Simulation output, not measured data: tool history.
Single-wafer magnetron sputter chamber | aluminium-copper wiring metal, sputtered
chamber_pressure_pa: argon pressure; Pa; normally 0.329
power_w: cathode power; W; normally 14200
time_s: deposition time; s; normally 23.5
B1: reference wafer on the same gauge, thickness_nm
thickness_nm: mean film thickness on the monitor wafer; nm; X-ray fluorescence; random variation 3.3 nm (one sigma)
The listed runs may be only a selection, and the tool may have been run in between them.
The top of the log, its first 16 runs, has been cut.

{"run": 17, "hour": 1103.9, "chamber_pressure_pa": 0.264, "power_w": 14200, "time_s": 28.1, "B1": 462.003, "thickness_nm": 656.893}
{"run": 18, "hour": 1166.9, "chamber_pressure_pa": 0.426, "power_w": 16400, "time_s": 20.3, "B1": 461.189, "thickness_nm": 499.807}
{"run": 19, "hour": 1242.1, "chamber_pressure_pa": 0.371, "power_w": 16800, "time_s": 26.2, "B1": 462.066, "thickness_nm": 680.558}
{"run": 20, "hour": 1290.8, "chamber_pressure_pa": 0.329, "power_w": 14200, "time_s": 18.9, "B1": 461.672, "thickness_nm": 427.317}
{"hour": 1308.6, "done": "sputter target and shields replaced"}
{"hour": 1314.8, "done": "capacitance manometer re-zeroed and calibrated"}
{"hour": 1329.6, "done": "gauge calibrated"}
{"run": 21, "hour": 1375.8, "chamber_pressure_pa": 0.329, "power_w": 14200, "time_s": 23.5, "B1": 461.066, "thickness_nm": 554.388}
{"run": 22, "hour": 1445.6, "chamber_pressure_pa": 0.329, "power_w": 14200, "time_s": 25.9, "B1": 462.008, "thickness_nm": 606.279}
{"run": 23, "hour": 1506.5, "chamber_pressure_pa": 0.239, "power_w": 14200, "time_s": 23.5, "B1": 462.241, "thickness_nm": 572.781}
{"run": 24, "hour": 1544.1, "chamber_pressure_pa": 0.292, "power_w": 13250, "time_s": 21.2, "B1": 461.954, "thickness_nm": 461.089}
{"run": 25, "hour": 1641.6, "chamber_pressure_pa": 0.329, "power_w": 14200, "time_s": 25.3, "B1": 462.556, "thickness_nm": 581.099}
{"run": 26, "hour": 1725.1, "chamber_pressure_pa": 0.434, "power_w": 14200, "time_s": 23.5, "B1": 462.702, "thickness_nm": 504.78}
{"run": 27, "hour": 1766.3, "chamber_pressure_pa": 0.233, "power_w": 17300, "time_s": 18.8, "B1": 461.9, "thickness_nm": 542.818}
{"run": 28, "hour": 1813.5, "chamber_pressure_pa": 0.415, "power_w": 16200, "time_s": 25.5, "B1": 461.922, "thickness_nm": 626.906}
{"run": 29, "hour": 1858.5, "chamber_pressure_pa": 0.393, "power_w": 16500, "time_s": 25.8, "B1": 461.73, "thickness_nm": 646.14}
{"hour": 1978.2, "done": "sputter target and shields replaced"}
{"run": 30, "hour": 1990.7, "chamber_pressure_pa": 0.329, "power_w": 14200, "time_s": 23.5, "B1": 461.768, "thickness_nm": 563.203}
{"run": 31, "hour": 2027.8, "chamber_pressure_pa": 0.233, "power_w": 17300, "time_s": 18.8, "B1": 462.832, "thickness_nm": 575.383}
{"run": 32, "hour": 2133.0, "chamber_pressure_pa": 0.329, "power_w": 12400, "time_s": 23.5, "B1": 461.674, "thickness_nm": 481.168}
{"run": 33, "hour": 2170.0, "chamber_pressure_pa": 0.415, "power_w": 16200, "time_s": 25.5, "B1": 462.017, "thickness_nm": 634.954}

What if the next run were any one of these 5? Each begins from the tool's condition after run 33:
{"run": "A", "hour": 2170.4, "chamber_pressure_pa": 0.329, "power_w": 11100, "time_s": 23.5, "B1": "?", "thickness_nm": "?"}
{"run": "B", "hour": 2170.4, "chamber_pressure_pa": 0.37, "power_w": 13300, "time_s": 23.5, "B1": "?", "thickness_nm": "?"}
{"run": "C", "hour": 2170.4, "chamber_pressure_pa": 0.219, "power_w": 17750, "time_s": 20.3, "B1": "?", "thickness_nm": "?"}
{"run": "D", "hour": 2170.4, "chamber_pressure_pa": 0.198, "power_w": 11850, "time_s": 21.7, "B1": "?", "thickness_nm": "?"}
{"run": "E", "hour": 2170.4, "chamber_pressure_pa": 0.329, "power_w": 12000, "time_s": 26.8, "B1": "?", "thickness_nm": "?"}

run=A B1=462.793 thickness_nm=427.031
run=B B1=462.793 thickness_nm=499.476
run=C B1=462.793 thickness_nm=629.993
run=D B1=462.793 thickness_nm=455.358
run=E B1=462.793 thickness_nm=526.483
Without the tool's hidden state the same runs would have given:
run=A thickness_nm=444.689
run=B thickness_nm=520.13
run=C thickness_nm=656.044
run=D thickness_nm=474.188
run=E thickness_nm=548.254

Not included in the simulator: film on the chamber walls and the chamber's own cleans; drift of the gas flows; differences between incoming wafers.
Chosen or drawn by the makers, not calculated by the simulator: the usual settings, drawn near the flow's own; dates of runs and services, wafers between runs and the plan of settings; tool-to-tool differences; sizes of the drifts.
